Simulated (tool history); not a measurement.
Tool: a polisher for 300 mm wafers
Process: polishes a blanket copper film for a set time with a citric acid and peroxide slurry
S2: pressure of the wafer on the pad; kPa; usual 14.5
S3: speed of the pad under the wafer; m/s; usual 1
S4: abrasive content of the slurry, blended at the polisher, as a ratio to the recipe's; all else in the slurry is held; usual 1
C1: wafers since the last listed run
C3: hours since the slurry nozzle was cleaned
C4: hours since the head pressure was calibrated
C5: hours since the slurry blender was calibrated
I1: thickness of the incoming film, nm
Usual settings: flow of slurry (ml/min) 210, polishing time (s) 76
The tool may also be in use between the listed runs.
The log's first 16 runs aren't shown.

-- hour=789.9 head pressure recalibrated
run 17 hour=814.1 | flow_of_slurry_(ml/min)=260 S2=11.7 S3=0.88 S4=1 polishing_time_(s)=76 | C1=403 wafers_polished_on_this_pad=4549 C3=313.2 C4=24.2 C5=399.2 | I1=866.5 | film_removed_(nm)=73.2
-- hour=850.1 worn pad replaced by a new one
-- hour=967 slurry blender recalibrated
run 18 hour=1015.8 | flow_of_slurry_(ml/min)=210 S2=14.5 S3=1 S4=1 polishing_time_(s)=76 | C1=1768 wafers_polished_on_this_pad=1479 C3=514.9 C4=225.9 C5=48.8 | I1=852.7 | film_removed_(nm)=91.3
run 19 hour=1078 | flow_of_slurry_(ml/min)=210 S2=14.5 S3=1 S4=1 polishing_time_(s)=88 | C1=562 wafers_polished_on_this_pad=2041 C3=577.1 C4=288.1 C5=111 | I1=872 | film_removed_(nm)=104.4
run 20 hour=1119.2 | flow_of_slurry_(ml/min)=210 S2=14.5 S3=1 S4=1 polishing_time_(s)=76 | C1=372 wafers_polished_on_this_pad=2413 C3=618.3 C4=329.3 C5=152.2 | I1=856.8 | film_removed_(nm)=89.4
run 21 hour=1169.1 | flow_of_slurry_(ml/min)=210 S2=14.5 S3=1 S4=1 polishing_time_(s)=90 | C1=450 wafers_polished_on_this_pad=2864 C3=668.2 C4=379.2 C5=202.1 | I1=861.6 | film_removed_(nm)=104
-- hour=1177.1 slurry nozzle cleaned
run 22 hour=1223.8 | flow_of_slurry_(ml/min)=210 S2=14.5 S3=1 S4=1 polishing_time_(s)=76 | C1=485 wafers_polished_on_this_pad=3349 C3=46.7 C4=433.9 C5=256.8 | I1=853.7 | film_removed_(nm)=88
run 23 hour=1359.1 | flow_of_slurry_(ml/min)=210 S2=14.5 S3=1 S4=1 polishing_time_(s)=76 | C1=1222 wafers_polished_on_this_pad=4572 C3=182 C4=569.2 C5=392.1 | I1=864.5 | film_removed_(nm)=87.9
run 24 hour=1414.6 | flow_of_slurry_(ml/min)=210 S2=16.5 S3=1 S4=0.75 polishing_time_(s)=63 | C1=501 wafers_polished_on_this_pad=5073 C3=237.5 C4=624.7 C5=447.6 | I1=859.3 | film_removed_(nm)=75.2
-- hour=1431.3 worn pad replaced by a new one
run 25 hour=1465.5 | flow_of_slurry_(ml/min)=145 S2=14.5 S3=1 S4=1.25 polishing_time_(s)=76 | C1=423 wafers_polished_on_this_pad=309 C3=288.4 C4=675.6 C5=498.5 | I1=849.9 | film_removed_(nm)=84.5
-- hour=1468.2 slurry blender recalibrated
run 26 hour=1500.2 | flow_of_slurry_(ml/min)=210 S2=16.5 S3=1 S4=1 polishing_time_(s)=87 | C1=295 wafers_polished_on_this_pad=604 C3=323.1 C4=710.3 C5=32 | I1=850.9 | film_removed_(nm)=113.3
run 27 hour=1559.7 | flow_of_slurry_(ml/min)=155 S2=14.5 S3=1.2 S4=1.15 polishing_time_(s)=89 | C1=537 wafers_polished_on_this_pad=1142 C3=382.6 C4=769.8 C5=91.5 | I1=847.6 | film_removed_(nm)=113.6
-- hour=1569.9 head pressure recalibrated
run 28 hour=1630.2 | flow_of_slurry_(ml/min)=210 S2=14.5 S3=1 S4=1 polishing_time_(s)=76 | C1=618 wafers_polished_on_this_pad=1761 C3=453.1 C4=60.3 C5=162 | I1=856.1 | film_removed_(nm)=94.4
run 29 hour=1655.1 | flow_of_slurry_(ml/min)=210 S2=14.5 S3=1 S4=0.7 polishing_time_(s)=76 | C1=224 wafers_polished_on_this_pad=1985 C3=478 C4=85.2 C5=186.9 | I1=858.7 | film_removed_(nm)=85.9
run 30 hour=1699.9 | flow_of_slurry_(ml/min)=255 S2=17.9 S3=1.34 S4=1 polishing_time_(s)=93 | C1=404 wafers_polished_on_this_pad=2390 C3=522.8 C4=130 C5=231.7 | I1=849.3 | film_removed_(nm)=180.2

Forecast each of these 4 alternatives for the next run:
run A hour=1700.3 | flow_of_slurry_(ml/min)=210 S2=14.5 S3=1.16 S4=1 polishing_time_(s)=76 | C1=3 wafers_polished_on_this_pad=2394 C3=523.2 C4=130.4 C5=232.1 | I1=864.3 | film_removed_(nm)=?
run B hour=1700.3 | flow_of_slurry_(ml/min)=180 S2=12.4 S3=1 S4=0.7 polishing_time_(s)=76 | C1=3 wafers_polished_on_this_pad=2394 C3=523.2 C4=130.4 C5=232.1 | I1=864.3 | film_removed_(nm)=?
run C hour=1700.3 | flow_of_slurry_(ml/min)=210 S2=12.4 S3=1.24 S4=1.25 polishing_time_(s)=102 | C1=3 wafers_polished_on_this_pad=2394 C3=523.2 C4=130.4 C5=232.1 | I1=864.3 | film_removed_(nm)=?
run D hour=1700.3 | flow_of_slurry_(ml/min)=210 S2=14.5 S3=1 S4=1 polishing_time_(s)=58 | C1=3 wafers_polished_on_this_pad=2394 C3=523.2 C4=130.4 C5=232.1 | I1=864.3 | film_removed_(nm)=?

run=A film_removed_(nm)=102.1
run=B film_removed_(nm)=70.4
run=C film_removed_(nm)=131.4
run=D film_removed_(nm)=69.9
Without the tool's hidden state the same runs would have given:
run=A film_removed_(nm)=108.1
run=B film_removed_(nm)=74.5
run=C film_removed_(nm)=139
run=D film_removed_(nm)=74
